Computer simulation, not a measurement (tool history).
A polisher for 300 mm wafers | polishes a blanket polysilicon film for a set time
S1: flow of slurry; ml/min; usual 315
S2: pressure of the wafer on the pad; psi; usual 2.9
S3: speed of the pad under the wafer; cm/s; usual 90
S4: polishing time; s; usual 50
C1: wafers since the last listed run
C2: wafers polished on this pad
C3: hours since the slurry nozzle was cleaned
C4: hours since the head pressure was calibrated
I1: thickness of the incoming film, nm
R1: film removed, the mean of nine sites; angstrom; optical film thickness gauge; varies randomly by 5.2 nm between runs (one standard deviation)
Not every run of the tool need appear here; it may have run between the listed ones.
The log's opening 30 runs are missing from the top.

| run | hour | S1 | S2 | S3 | S4 | C1 | C2 | C3 | C4 | I1 | R1 |
|---|---|---|---|---|---|---|---|---|---|---|---|
| 31 | 2204.1 | 380 | 3.2 | 90 | 42 | 650 | 7282 | 342.1 | 52.7 | 1089.9 | 4168 |
| 32 | 2250.1 | 315 | 2.9 | 114 | 50 | 623 | 7905 | 388.1 | 98.7 | 1080.8 | 5227 |
| 33 | 2287.4 | 315 | 2.9 | 90 | 67 | 505 | 8411 | 425.4 | 136.0 | 1088.0 | 5968 |
|  | 2335.2 | worn pad replaced by a new one |
| 34 | 2576.2 | 315 | 3.8 | 90 | 59 | 3859 | 3266 | 714.2 | 424.8 | 1093.7 | 7092 |
|  | 2594.4 | slurry nozzle cleaned |
| 35 | 2674.3 | 315 | 2.9 | 114 | 39 | 1315 | 4582 | 79.9 | 522.9 | 1085.2 | 4352 |
| 36 | 2726.7 | 315 | 2.9 | 76 | 50 | 710 | 5292 | 132.3 | 575.3 | 1086.5 | 4088 |
| 37 | 2803.7 | 410 | 2.0 | 90 | 50 | 1043 | 6336 | 209.3 | 652.3 | 1084.8 | 3254 |
| 38 | 2843.8 | 315 | 2.9 | 90 | 50 | 543 | 6879 | 249.4 | 692.4 | 1109.1 | 4577 |

Below are 3 alternative next runs, each starting from the tool's condition after run 38. Predict each:
| A | 2844.2 | 315 | 2.9 | 60 | 50 | 5 | 6885 | 249.8 | 692.8 | 1091.1 | ? |
| B | 2844.2 | 255 | 3.8 | 90 | 50 | 5 | 6885 | 249.8 | 692.8 | 1091.1 | ? |
| C | 2844.2 | 280 | 2.3 | 90 | 50 | 5 | 6885 | 249.8 | 692.8 | 1091.1 | ? |

| run | R1 |
|---|---|
| A | 3587 |
| B | 5981 |
| C | 3645 |
Without the tool's unlogged condition, the same runs would have read:
| run | R1 |
|---|---|
| A | 3308 |
| B | 5516 |
| C | 3361 |
